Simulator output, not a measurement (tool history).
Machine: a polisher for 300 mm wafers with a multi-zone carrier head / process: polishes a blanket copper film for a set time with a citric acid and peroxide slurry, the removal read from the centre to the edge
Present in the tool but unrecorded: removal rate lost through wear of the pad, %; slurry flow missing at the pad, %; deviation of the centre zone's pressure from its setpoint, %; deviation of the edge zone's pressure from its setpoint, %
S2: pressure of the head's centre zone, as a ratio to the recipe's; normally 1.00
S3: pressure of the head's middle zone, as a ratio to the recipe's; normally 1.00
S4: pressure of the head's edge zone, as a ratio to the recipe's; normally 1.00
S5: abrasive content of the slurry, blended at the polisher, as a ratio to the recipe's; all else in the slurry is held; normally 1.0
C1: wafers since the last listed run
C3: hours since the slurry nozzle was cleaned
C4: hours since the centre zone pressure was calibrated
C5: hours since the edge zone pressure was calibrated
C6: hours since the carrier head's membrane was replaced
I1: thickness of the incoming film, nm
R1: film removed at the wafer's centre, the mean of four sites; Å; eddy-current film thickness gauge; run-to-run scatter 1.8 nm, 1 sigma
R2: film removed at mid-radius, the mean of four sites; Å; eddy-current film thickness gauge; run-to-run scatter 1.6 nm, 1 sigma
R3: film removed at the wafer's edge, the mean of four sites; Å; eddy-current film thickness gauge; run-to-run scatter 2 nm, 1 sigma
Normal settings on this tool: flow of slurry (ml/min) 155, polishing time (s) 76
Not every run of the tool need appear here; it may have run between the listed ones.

Run 1, day 0.000: usual settings; C1 0; wafers polished on this pad 172; C3 266.7; C4 306.3; C5 326.5; C6 1212.8; I1 697.9. Result: R1 1832 Å, R2 1870 Å, R3 1867 Å.
Run 2, day 0.717: usual settings; C1 143; wafers polished on this pad 316; C3 283.9; C4 323.5; C5 343.7; C6 1230.0; I1 698.0. Result: R1 1825 Å, R2 1891 Å, R3 1856 Å.
Run 3, day 1.267: usual settings; C1 110; wafers polished on this pad 426; C3 297.1; C4 336.7; C5 356.9; C6 1243.2; I1 689.5. Result: R1 1808 Å, R2 1841 Å, R3 1876 Å.
Run 4, day 1.592: usual settings; C1 65; wafers polished on this pad 491; C3 304.9; C4 344.5; C5 364.7; C6 1251.0; I1 693.9. Result: R1 1802 Å, R2 1863 Å, R3 1919 Å.
Run 5, day 2.271: usual settings; C1 136; wafers polished on this pad 628; C3 321.2; C4 360.8; C5 381.0; C6 1267.3; I1 700.1. Result: R1 1830 Å, R2 1869 Å, R3 1905 Å.
Run 6, day 2.817: usual settings but S2 1.08, S4 0.97; C1 109; wafers polished on this pad 737; C3 334.3; C4 373.9; C5 394.1; C6 1280.4; I1 703.2. Result: R1 1951 Å, R2 1835 Å, R3 1874 Å.
Run 7, day 3.083: usual settings but S2 1.08, S4 0.97; C1 53; wafers polished on this pad 791; C3 340.7; C4 380.3; C5 400.5; C6 1286.8; I1 690.2. Result: R1 1958 Å, R2 1823 Å, R3 1832 Å.
At day 3.346: edge zone pressure recalibrated.
Run 8, day 3.371: usual settings; C1 40; wafers polished on this pad 832; C3 347.6; C4 387.2; C5 0.6; C6 1293.7; I1 705.3. Result: R1 1802 Å, R2 1865 Å, R3 1883 Å.
Run 9, day 3.754: usual settings; C1 76; wafers polished on this pad 909; C3 356.8; C4 396.4; C5 9.8; C6 1302.9; I1 712.7. Result: R1 1815 Å, R2 1835 Å, R3 1875 Å.
At day 4.042: carrier head's membrane replaced by a new one.
Run 10, day 4.317: usual settings but S3 0.91, S4 0.95, polishing time (s) 92; C1 71; wafers polished on this pad 980; C3 370.3; C4 409.9; C5 23.3; C6 6.6; I1 704.7. Result: R1 2218 Å, R2 2094 Å, R3 2206 Å.
At day 4.638: centre zone pressure recalibrated.
At day 4.788: worn pad replaced by a new one.
Run 11, day 4.808: usual settings but S2 0.93, S4 1.09; C1 52; wafers polished on this pad 4; C3 382.1; C4 4.1; C5 35.1; C6 18.4; I1 701.0. Result: R1 1680 Å, R2 1848 Å, R3 1932 Å.
Run 12, day 5.258: usual settings but flow of slurry (ml/min) 180, S2 1.11, S3 0.89, S5 1.2; C1 90; wafers polished on this pad 94; C3 392.9; C4 14.9; C5 45.9; C6 29.2; I1 704.2. Result: R1 2174 Å, R2 1833 Å, R3 2011 Å.

Run 13 is up next; what results do you expect?
At day 5.408: slurry nozzle cleaned.
Run 13, day 5.658: usual settings but flow of slurry (ml/min) 140, S4 1.11; C1 71; wafers polished on this pad 166; C3 6.0; C4 24.5; C5 55.5; C6 38.8; I1 705.7. Result: R1 ?, R2 ?, R3 ?.

{"run 13": {"R1": 1968, "R2": 1958, "R3": 2043}}
With the hidden condition absent and the run-to-run variation left alone, this run would have shown R1 2003 Å, R2 1989 Å, R3 2066 Å.
